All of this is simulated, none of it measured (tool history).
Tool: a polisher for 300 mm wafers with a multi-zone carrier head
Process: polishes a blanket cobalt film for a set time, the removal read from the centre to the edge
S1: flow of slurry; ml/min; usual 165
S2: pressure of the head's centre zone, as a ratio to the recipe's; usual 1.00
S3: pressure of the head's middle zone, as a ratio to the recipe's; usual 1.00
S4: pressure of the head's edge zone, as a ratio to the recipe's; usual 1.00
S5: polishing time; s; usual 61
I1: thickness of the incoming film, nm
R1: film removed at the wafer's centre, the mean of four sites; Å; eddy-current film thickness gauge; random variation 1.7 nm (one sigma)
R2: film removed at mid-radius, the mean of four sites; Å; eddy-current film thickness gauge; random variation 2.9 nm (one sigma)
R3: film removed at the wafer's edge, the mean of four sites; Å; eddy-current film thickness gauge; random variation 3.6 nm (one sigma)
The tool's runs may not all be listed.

run	hour	S1	S2	S3	S4	S5	I1	R1	R2	R3
1	0.0	165	1.00	1.00	1.00	61	1109.8	2451	2511	2563
2	8.8	165	1.00	1.00	1.00	61	1102.1	2399	2489	2483
# hour 13.3: worn pad replaced by a new one
3	17.2	130	1.00	0.97	1.06	61	1101.3	2278	2269	2445
4	26.2	120	1.00	1.00	1.00	61	1084.7	2200	2293	2394
5	44.0	165	1.00	0.89	1.00	44	1117.2	1737	1616	1835
6	52.0	165	1.05	1.05	1.05	45	1097.1	1845	1888	1974
7	67.3	115	1.00	0.91	1.00	61	1114.5	2185	2097	2354
# hour 83.2: slurry nozzle cleaned
# hour 86.0: carrier head's membrane replaced by a new one
8	86.5	210	1.05	1.06	0.89	61	1089.0	2658	2672	2483
9	108.2	165	1.00	1.00	1.00	61	1110.3	2414	2487	2530
10	118.9	165	1.00	1.00	1.00	61	1088.4	2412	2460	2545
11	131.5	165	1.00	1.04	0.93	61	1087.0	2416	2592	2472
# hour 154.1: worn pad replaced by a new one
12	177.4	200	0.96	1.04	1.00	48	1117.3	1900	2061	1990
13	194.9	150	1.00	1.11	1.00	61	1103.0	2319	2627	2501
14	212.3	220	1.04	1.04	1.00	61	1096.8	2645	2746	2609
15	220.1	140	0.89	1.05	1.10	61	1104.2	2041	2468	2601
16	230.3	165	1.00	1.05	1.00	61	1109.5	2389	2558	2521
17	274.3	215	1.00	0.94	1.00	61	1107.0	2465	2473	2628
# hour 280.9: worn pad replaced by a new one
18	287.8	165	1.00	1.00	0.89	61	1103.6	2397	2465	2414
19	295.1	165	1.00	1.00	1.08	70	1118.6	2711	2760	2938
20	329.3	165	1.00	1.08	1.00	47	1091.2	1831	2021	1961
21	336.8	165	1.00	1.00	1.00	61	1087.5	2366	2445	2520
22	363.4	210	1.00	1.00	1.00	61	1106.2	2478	2600	2627
23	379.8	115	1.04	1.00	1.04	76	1108.1	2732	2815	2966

What the log doesn't show, run by run:
removal rate lost through wear of the pad, %: 0 in every run
slurry flow missing at the pad, %: 0 in every run
deviation of the edge zone's pressure from its setpoint, %: 0 in every run
H1: deviation of the centre zone's pressure from its setpoint, %
run	H1
1	-1.58
2	-1.59
3	-1.6
4	-1.62
5	-1.66
6	-1.68
7	-1.73
8	-1.8
9	-1.9
10	-1.96
11	-2.03
12	-2.33
13	-2.47
14	-2.62
15	-2.69
16	-2.78
17	-3.23
18	-3.39
19	-3.47
20	-3.9
21	-4
22	-4.37
23	-4.61
